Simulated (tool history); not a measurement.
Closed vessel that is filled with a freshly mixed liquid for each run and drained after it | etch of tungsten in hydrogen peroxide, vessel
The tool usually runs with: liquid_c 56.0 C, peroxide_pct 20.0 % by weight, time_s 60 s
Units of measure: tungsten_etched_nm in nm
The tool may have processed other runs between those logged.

| run | hour | liquid_c | peroxide_pct | time_s | wafers since the last listed run | hours since the thermometer was replaced | hours since the peroxide flow meter was replaced | hours since the drum of peroxide was connected | hours since the gauge calibration | read-back film thickness of the tungsten reference wafer, read on the same gauge (nm) | tungsten_etched_nm |
|---|---|---|---|---|---|---|---|---|---|---|---|
| 1 | 0.0 | 56.0 | 16.5 | 60 | 0 | 1108.4 | 1642.7 | 414.7 | 36.0 | 29.97 | 177.71 |
| 2 | 9.8 | 56.0 | 16.5 | 60 | 1355 | 1118.2 | 1652.5 | 424.5 | 45.8 | 30.03 | 176.35 |
| 3 | 20.4 | 56.0 | 16.5 | 60 | 1465 | 1128.8 | 1663.1 | 435.1 | 56.4 | 29.97 | 175.55 |
| 4 | 34.6 | 60.0 | 20.0 | 60 | 1963 | 1143.0 | 1677.3 | 449.3 | 70.6 | 30.05 | 246.57 |
| 5 | 40.8 | 60.0 | 20.0 | 60 | 857 | 1149.2 | 1683.5 | 455.5 | 76.8 | 30.00 | 244.79 |
| 6 | 53.8 | 56.0 | 17.5 | 60 | 1797 | 1162.2 | 1696.5 | 468.5 | 89.8 | 30.01 | 181.45 |
| 7 | 60.8 | 56.0 | 20.0 | 60 | 967 | 1169.2 | 1703.5 | 475.5 | 96.8 | 30.02 | 195.35 |
|  | 70.1 | thermometer replaced |
| 8 | 76.3 | 56.0 | 20.0 | 60 | 2005 | 6.2 | 1719.0 | 491.0 | 112.3 | 30.02 | 221.29 |
|  | 87.2 | peroxide flow meter replaced |
| 9 | 87.6 | 56.0 | 20.0 | 50 | 1424 | 17.5 | 0.4 | 502.3 | 123.6 | 30.04 | 183.20 |
| 10 | 96.9 | 56.0 | 20.0 | 60 | 1285 | 26.8 | 9.7 | 511.6 | 132.9 | 30.03 | 221.32 |
| 11 | 106.9 | 56.0 | 20.0 | 60 | 1382 | 36.8 | 19.7 | 521.6 | 142.9 | 30.01 | 219.22 |
|  | 116.2 | gauge calibrated |
|  | 119.4 | new drum of peroxide connected |
| 12 | 122.4 | 56.0 | 18.0 | 60 | 2005 | 52.3 | 35.2 | 3.0 | 6.2 | 30.01 | 209.49 |
| 13 | 135.2 | 56.0 | 20.0 | 90 | 1769 | 65.1 | 48.0 | 15.8 | 19.0 | 30.03 | 329.79 |
| 14 | 147.8 | 49.0 | 24.0 | 30 | 1742 | 77.7 | 60.6 | 28.4 | 31.6 | 30.01 | 78.57 |
| 15 | 157.4 | 60.0 | 20.0 | 60 | 1327 | 87.3 | 70.2 | 38.0 | 41.2 | 30.00 | 277.64 |
| 16 | 171.3 | 62.5 | 22.5 | 60 | 1922 | 101.2 | 84.1 | 51.9 | 55.1 | 30.00 | 340.90 |
| 17 | 178.0 | 48.5 | 15.5 | 45 | 926 | 107.9 | 90.8 | 58.6 | 61.8 | 30.01 | 91.81 |
| 18 | 194.4 | 56.0 | 15.0 | 70 | 2267 | 124.3 | 107.2 | 75.0 | 78.2 | 30.03 | 220.58 |

4 ways to go on from here, each from the tool as it stands after run 18. What would each give?
| A | 195.1 | 56.0 | 20.0 | 60 | 96 | 125.0 | 107.9 | 75.7 | 78.9 | ? | ? |
| B | 195.1 | 56.0 | 23.5 | 60 | 96 | 125.0 | 107.9 | 75.7 | 78.9 | ? | ? |
| C | 195.1 | 49.0 | 22.5 | 30 | 96 | 125.0 | 107.9 | 75.7 | 78.9 | ? | ? |
| D | 195.1 | 48.0 | 14.5 | 70 | 96 | 125.0 | 107.9 | 75.7 | 78.9 | ? | ? |

| run | read-back film thickness of the tungsten reference wafer, read on the same gauge (nm) | tungsten_etched_nm |
|---|---|---|
| A | 30.03 | 217.86 |
| B | 30.03 | 236.16 |
| C | 30.03 | 75.67 |
| D | 30.03 | 133.23 |
The same runs, with their run-to-run variation unchanged, on a tool lacking any hidden condition would have given:
| run | tungsten_etched_nm |
|---|---|
| A | 227.32 |
| B | 246.41 |
| C | 79.11 |
| D | 139.31 |

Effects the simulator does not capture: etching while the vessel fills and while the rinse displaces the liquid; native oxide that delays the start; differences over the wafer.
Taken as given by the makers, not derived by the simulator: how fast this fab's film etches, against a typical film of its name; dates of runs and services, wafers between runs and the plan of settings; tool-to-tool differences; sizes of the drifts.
